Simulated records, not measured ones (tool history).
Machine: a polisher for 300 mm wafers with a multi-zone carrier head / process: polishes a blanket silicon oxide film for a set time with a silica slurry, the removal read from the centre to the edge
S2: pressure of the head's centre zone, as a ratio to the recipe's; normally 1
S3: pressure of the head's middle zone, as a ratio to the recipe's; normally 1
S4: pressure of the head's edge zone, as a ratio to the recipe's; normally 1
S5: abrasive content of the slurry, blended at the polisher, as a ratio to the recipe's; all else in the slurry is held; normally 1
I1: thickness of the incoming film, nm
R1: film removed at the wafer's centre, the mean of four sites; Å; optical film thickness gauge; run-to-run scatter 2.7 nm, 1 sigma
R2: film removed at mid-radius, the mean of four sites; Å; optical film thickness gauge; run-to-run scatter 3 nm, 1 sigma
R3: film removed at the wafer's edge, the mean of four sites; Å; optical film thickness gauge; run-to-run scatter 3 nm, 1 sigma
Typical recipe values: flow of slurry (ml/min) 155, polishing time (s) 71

{"run": 1, "hour": 0.0, "flow of slurry (ml/min)": 180, "S2": 0.96, "S3": 1, "S4": 1, "S5": 1, "polishing time (s)": 71, "I1": 1378.7, "R1": 2348, "R2": 2405, "R3": 2355}
{"run": 2, "hour": 51.4, "flow of slurry (ml/min)": 180, "S2": 0.96, "S3": 1, "S4": 1, "S5": 1, "polishing time (s)": 71, "I1": 1374.3, "R1": 2304, "R2": 2375, "R3": 2400}
{"run": 3, "hour": 135.9, "flow of slurry (ml/min)": 180, "S2": 0.96, "S3": 1, "S4": 1, "S5": 1, "polishing time (s)": 71, "I1": 1366.6, "R1": 2253, "R2": 2294, "R3": 2344}
{"hour": 215.9, "done": "worn pad replaced by a new one"}
{"run": 4, "hour": 228.5, "flow of slurry (ml/min)": 155, "S2": 1, "S3": 1, "S4": 1, "S5": 1, "polishing time (s)": 71, "I1": 1393.8, "R1": 2163, "R2": 2194, "R3": 2257}
{"hour": 256.9, "done": "slurry nozzle cleaned"}
{"run": 5, "hour": 315.8, "flow of slurry (ml/min)": 155, "S2": 1, "S3": 1, "S4": 1, "S5": 1, "polishing time (s)": 71, "I1": 1409.7, "R1": 2383, "R2": 2366, "R3": 2449}
{"run": 6, "hour": 361.9, "flow of slurry (ml/min)": 155, "S2": 1, "S3": 1, "S4": 1, "S5": 1, "polishing time (s)": 71, "I1": 1390, "R1": 2348, "R2": 2372, "R3": 2441}
{"run": 7, "hour": 420.7, "flow of slurry (ml/min)": 155, "S2": 1, "S3": 1, "S4": 1, "S5": 1, "polishing time (s)": 71, "I1": 1380.2, "R1": 2317, "R2": 2322, "R3": 2369}
{"run": 8, "hour": 465.8, "flow of slurry (ml/min)": 155, "S2": 1, "S3": 1, "S4": 1, "S5": 1, "polishing time (s)": 71, "I1": 1425.5, "R1": 2297, "R2": 2326, "R3": 2376}
{"hour": 491.0, "done": "centre zone pressure recalibrated"}
{"run": 9, "hour": 523.2, "flow of slurry (ml/min)": 155, "S2": 0.91, "S3": 1, "S4": 1, "S5": 1, "polishing time (s)": 88, "I1": 1422.4, "R1": 2577, "R2": 2775, "R3": 2896}
{"hour": 535.1, "done": "edge zone pressure recalibrated"}
{"hour": 579.3, "done": "worn pad replaced by a new one"}
{"run": 10, "hour": 615.2, "flow of slurry (ml/min)": 170, "S2": 1, "S3": 1.05, "S4": 1, "S5": 1, "polishing time (s)": 48, "I1": 1378.4, "R1": 1546, "R2": 1603, "R3": 1594}
{"run": 11, "hour": 673.5, "flow of slurry (ml/min)": 155, "S2": 1.11, "S3": 1, "S4": 1, "S5": 0.75, "polishing time (s)": 71, "I1": 1386.7, "R1": 2095, "R2": 1913, "R3": 2022}
{"hour": 708.4, "done": "slurry nozzle cleaned"}
{"run": 12, "hour": 737.3, "flow of slurry (ml/min)": 105, "S2": 1, "S3": 1, "S4": 0.97, "S5": 1.25, "polishing time (s)": 71, "I1": 1390, "R1": 2291, "R2": 2339, "R3": 2427}
{"hour": 768.0, "done": "carrier head's membrane replaced by a new one"}
{"run": 13, "hour": 780.6, "flow of slurry (ml/min)": 155, "S2": 1, "S3": 1, "S4": 1, "S5": 1, "polishing time (s)": 71, "I1": 1425, "R1": 2379, "R2": 2399, "R3": 2434}
{"run": 14, "hour": 874.7, "flow of slurry (ml/min)": 155, "S2": 1, "S3": 1, "S4": 1, "S5": 1, "polishing time (s)": 71, "I1": 1416.1, "R1": 2329, "R2": 2349, "R3": 2350}
{"hour": 887.6, "done": "worn pad replaced by a new one"}
{"run": 15, "hour": 959.6, "flow of slurry (ml/min)": 155, "S2": 1, "S3": 1, "S4": 0.94, "S5": 0.85, "polishing time (s)": 60, "I1": 1389.5, "R1": 1787, "R2": 1771, "R3": 1776}
{"run": 16, "hour": 1049.1, "flow of slurry (ml/min)": 155, "S2": 1, "S3": 1, "S4": 0.91, "S5": 1, "polishing time (s)": 86, "I1": 1407, "R1": 2601, "R2": 2683, "R3": 2626}
{"hour": 1126.0, "done": "centre zone pressure recalibrated"}
{"hour": 1155.9, "done": "slurry nozzle cleaned"}
{"hour": 1236.7, "done": "worn pad replaced by a new one"}
{"run": 17, "hour": 1249.5, "flow of slurry (ml/min)": 155, "S2": 1, "S3": 1.09, "S4": 1, "S5": 1, "polishing time (s)": 71, "I1": 1379.3, "R1": 2336, "R2": 2529, "R3": 2375}
{"run": 18, "hour": 1313.7, "flow of slurry (ml/min)": 140, "S2": 0.93, "S3": 0.95, "S4": 1, "S5": 1, "polishing time (s)": 50, "I1": 1409.3, "R1": 1507, "R2": 1538, "R3": 1669}
{"run": 19, "hour": 1371.0, "flow of slurry (ml/min)": 180, "S2": 1, "S3": 1.1, "S4": 1, "S5": 1.3, "polishing time (s)": 71, "I1": 1392.5, "R1": 2614, "R2": 2837, "R3": 2675}
{"run": 20, "hour": 1423.6, "flow of slurry (ml/min)": 155, "S2": 1, "S3": 0.96, "S4": 0.88, "S5": 1, "polishing time (s)": 49, "I1": 1380.2, "R1": 1566, "R2": 1497, "R3": 1522}
{"run": 21, "hour": 1469.2, "flow of slurry (ml/min)": 155, "S2": 1, "S3": 1, "S4": 1, "S5": 1, "polishing time (s)": 71, "I1": 1407.8, "R1": 2236, "R2": 2261, "R3": 2312}
{"run": 22, "hour": 1547.1, "flow of slurry (ml/min)": 155, "S2": 1, "S3": 1, "S4": 1.05, "S5": 0.85, "polishing time (s)": 71, "I1": 1380.6, "R1": 2079, "R2": 2059, "R3": 2223}

Each row is a separate what-if for the run after 22, all from the same tool condition, not one after another. Results?
{"run": "A", "hour": 1547.5, "flow of slurry (ml/min)": 155, "S2": 1, "S3": 1, "S4": 0.93, "S5": 1, "polishing time (s)": 71, "I1": 1410.3, "R1": "?", "R2": "?", "R3": "?"}
{"run": "B", "hour": 1547.5, "flow of slurry (ml/min)": 125, "S2": 1, "S3": 1, "S4": 1, "S5": 1, "polishing time (s)": 87, "I1": 1410.3, "R1": "?", "R2": "?", "R3": "?"}
{"run": "C", "hour": 1547.5, "flow of slurry (ml/min)": 155, "S2": 1, "S3": 1.11, "S4": 1, "S5": 1, "polishing time (s)": 48, "I1": 1410.3, "R1": "?", "R2": "?", "R3": "?"}

run=A R1=2152 R2=2203 R3=2183
run=B R1=2426 R2=2513 R3=2624
run=C R1=1456 R2=1627 R3=1516
Stripped of hidden state, with their random variation kept, the same runs would have yielded:
run=A R1=2380 R2=2405 R3=2321
run=B R1=2757 R2=2806 R3=2826
run=C R1=1610 R2=1777 R3=1612
